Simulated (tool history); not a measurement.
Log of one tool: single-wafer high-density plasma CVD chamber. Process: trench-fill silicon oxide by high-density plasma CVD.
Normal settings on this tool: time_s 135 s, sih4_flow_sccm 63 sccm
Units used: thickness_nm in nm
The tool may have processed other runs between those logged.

run    hour  time_s  sih4_flow_sccm  read-back reference wafer on the same gauge, thickness_nm  thickness_nm
  1       0     148              58                                                    861.945       821.749
  2    33.4     148              58                                                    862.313       818.693
  3    78.9     148              58                                                    861.847       820.693
  4   134.3     125              66                                                    861.747       786.032
  5   181.8     125              66                                                    861.943       783.974
  6   242.5     125              66                                                    862.257        783.27
  7   349.6     143              63                                                    861.792       851.322
  8   379.3     143              63                                                     862.02       851.147
  9   442.9     124              63                                                    861.519       736.658
 10   505.6     111              50                                                      862.2       524.774
 11   562.1     115              63                                                    862.275       743.468
 12   613.6     120              59                                                    861.943       727.455
 13   666.6     122              70                                                    862.149       870.281
 14   800.8     116              63                                                    862.293       708.028
 15   859.6     116              63                                                    861.522       710.857
 16   918.9     135              51                                                    861.635       673.077
 17   988.1     135              63                                                    861.969       824.544
 18  1026.1     152              67                                                    861.763       982.171

The log once held 3 entries between its listed runs, left out of this copy. Where does each go, and what is different about the tool's unlogged condition between the listed run before it and the listed run after it?
Runs 10 to 11: silane flow controller replaced (hour 522); gauge calibrated (hour 526.4)
  delivered silane flow above the setpoint (%): -3.11 -> 5.93
  measured result minus the result with no hidden state, thickness_nm: -16.411 -> +40.572 nm
Runs 13 to 14: silane flow controller replaced, repeated, since the last time left the tool worse (hour 715.5)
  delivered silane flow above the setpoint (%): 5.91 -> 0.00931
  measured result minus the result with no hidden state, thickness_nm: +47.359 -> +0.064 nm
